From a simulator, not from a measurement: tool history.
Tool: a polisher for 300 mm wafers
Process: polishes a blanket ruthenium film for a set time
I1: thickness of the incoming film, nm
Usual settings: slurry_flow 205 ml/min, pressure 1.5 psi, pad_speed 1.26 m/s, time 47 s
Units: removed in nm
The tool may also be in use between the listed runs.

{"run": 1, "day": 0.0, "slurry_flow": 205, "pressure": 1.5, "pad_speed": 1.26, "time": 47, "I1": 346.4, "removed": 42.2}
{"run": 2, "day": 4.471, "slurry_flow": 205, "pressure": 1.5, "pad_speed": 1.26, "time": 47, "I1": 344.4, "removed": 41.7}
{"run": 3, "day": 8.571, "slurry_flow": 205, "pressure": 1.5, "pad_speed": 1.26, "time": 47, "I1": 336.4, "removed": 41.3}
{"day": 9.617, "done": "slurry nozzle cleaned"}
{"day": 11.171, "done": "worn pad replaced by a new one"}
{"run": 4, "day": 12.442, "slurry_flow": 205, "pressure": 1.5, "pad_speed": 1.26, "time": 47, "I1": 344.3, "removed": 40.6}
{"run": 5, "day": 15.3, "slurry_flow": 205, "pressure": 1.5, "pad_speed": 1.26, "time": 43, "I1": 340.8, "removed": 38.3}
{"day": 21.75, "done": "head pressure recalibrated"}
{"day": 24.175, "done": "worn pad replaced by a new one"}
{"day": 26.946, "done": "slurry nozzle cleaned"}
{"run": 6, "day": 27.829, "slurry_flow": 205, "pressure": 1.7, "pad_speed": 1.26, "time": 47, "I1": 335.7, "removed": 47.6}
{"run": 7, "day": 30.125, "slurry_flow": 150, "pressure": 1.7, "pad_speed": 1.26, "time": 47, "I1": 341.7, "removed": 44.3}
{"run": 8, "day": 31.767, "slurry_flow": 150, "pressure": 1.7, "pad_speed": 1.26, "time": 47, "I1": 338.8, "removed": 44.4}
{"day": 38.842, "done": "worn pad replaced by a new one"}
{"day": 42.546, "done": "slurry nozzle cleaned"}
{"run": 9, "day": 45.238, "slurry_flow": 205, "pressure": 1.5, "pad_speed": 1.02, "time": 47, "I1": 340.2, "removed": 34.3}
{"run": 10, "day": 48.8, "slurry_flow": 205, "pressure": 1.5, "pad_speed": 1.26, "time": 47, "I1": 344, "removed": 42.4}
{"run": 11, "day": 51.958, "slurry_flow": 170, "pressure": 1.5, "pad_speed": 1.26, "time": 47, "I1": 337.2, "removed": 41}
{"day": 54.0, "done": "worn pad replaced by a new one"}
{"run": 12, "day": 55.558, "slurry_flow": 205, "pressure": 1.5, "pad_speed": 1.26, "time": 54, "I1": 342.6, "removed": 47.7}
{"run": 13, "day": 57.317, "slurry_flow": 205, "pressure": 1.3, "pad_speed": 0.94, "time": 47, "I1": 339.3, "removed": 29.2}
{"run": 14, "day": 59.846, "slurry_flow": 230, "pressure": 1.5, "pad_speed": 1.26, "time": 47, "I1": 341.7, "removed": 43.1}
{"day": 60.425, "done": "slurry nozzle cleaned"}
{"run": 15, "day": 63.746, "slurry_flow": 205, "pressure": 1.5, "pad_speed": 1.26, "time": 47, "I1": 339.6, "removed": 43}
{"day": 64.829, "done": "head pressure recalibrated"}
{"run": 16, "day": 67.483, "slurry_flow": 235, "pressure": 1, "pad_speed": 1.14, "time": 60, "I1": 341.5, "removed": 35.5}
{"day": 68.983, "done": "worn pad replaced by a new one"}
{"run": 17, "day": 69.483, "slurry_flow": 145, "pressure": 1.7, "pad_speed": 0.94, "time": 47, "I1": 338.3, "removed": 35}
{"run": 18, "day": 71.65, "slurry_flow": 205, "pressure": 1.1, "pad_speed": 1.66, "time": 33, "I1": 340.2, "removed": 29.2}

Forecast each of these 4 alternatives for the next run:
{"run": "A", "day": 71.667, "slurry_flow": 205, "pressure": 1.5, "pad_speed": 1.26, "time": 41, "I1": 337.6, "removed": "?"}
{"run": "B", "day": 71.667, "slurry_flow": 205, "pressure": 1.1, "pad_speed": 0.88, "time": 47, "I1": 337.6, "removed": "?"}
{"run": "C", "day": 71.667, "slurry_flow": 205, "pressure": 1, "pad_speed": 1.26, "time": 57, "I1": 337.6, "removed": "?"}
{"run": "D", "day": 71.667, "slurry_flow": 205, "pressure": 1.3, "pad_speed": 1.58, "time": 61, "I1": 337.6, "removed": "?"}

run=A removed=37.3
run=B removed=24.1
run=C removed=36.7
run=D removed=59.8
Without the tool's hidden state the same runs would have given:
run=A removed=37.3
run=B removed=24.1
run=C removed=36.7
run=D removed=59.8
